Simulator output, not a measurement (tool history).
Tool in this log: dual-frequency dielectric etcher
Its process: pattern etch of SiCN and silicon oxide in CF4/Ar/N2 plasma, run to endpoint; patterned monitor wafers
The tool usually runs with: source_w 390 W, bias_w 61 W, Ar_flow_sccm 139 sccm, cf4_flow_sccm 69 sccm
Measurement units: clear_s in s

run,hour,source_w,bias_w,Ar_flow_sccm,cf4_flow_sccm,"incoming incoming film thickness, nm",clear_s
1,0.0,390,61,139,69,14.20,21.7
2,66.5,390,61,115,69,14.28,20.5
3,98.6,390,61,139,69,14.18,21.9
4,162.1,390,61,139,69,14.32,22.2
5,187.0,390,61,139,69,14.34,22.1
6,214.4,390,54,139,69,14.23,23.3
7,247.8,390,54,139,69,14.42,23.6
8,279.7,390,54,139,69,14.42,23.9
9,321.1,390,61,139,74,14.27,21.9
10,442.6,390,61,139,74,14.28,22.3
11,493.7,390,65,119,69,14.17,21.1
12,519.0,390,61,139,69,14.14,22.8
13,574.4,390,61,139,69,14.30,23.2
14,645.4,350,50,107,54,14.27,26.6
15,660.9,310,48,139,59,14.31,33.8
16,720.8,460,61,168,69,14.12,18.7
17,783.1,490,71,139,54,14.34,16.4
18,852.2,480,67,159,83,14.27,16.7
19,887.7,390,61,139,69,14.10,21.7
20,957.3,390,61,139,69,14.32,22.6
21,987.9,300,48,139,54,14.22,37.1
22,1034.6,390,74,155,69,14.25,20.7

Taken out of this log: 6 entries between the listed runs. Where each belongs, and how the hidden state differs across it:
Between runs 9 and 10: CF4 flow controller replaced (hour 356.5)
  etch rate over this chamber's usual, %: -3.46 -> -4.55
  measured result minus the result with no hidden state, clear_s: +0.8 -> +1.1 s
Between runs 12 and 13: Ar flow controller replaced (hour 568.5)
  etch rate over this chamber's usual, %: -5.23 -> -5.73
  measured result minus the result with no hidden state, clear_s: +1.2 -> +1.3 s
Between runs 13 and 14: bias power generator calibrated (hour 612.0); wet clean of the chamber (hour 614.5); source power generator calibrated (hour 621.2); upper electrode replaced, of another model than before (hour 644.9)
  etch rate over this chamber's usual, %: -5.73 -> -0.278
  measured result minus the result with no hidden state, clear_s: +1.3 -> +0.1 s
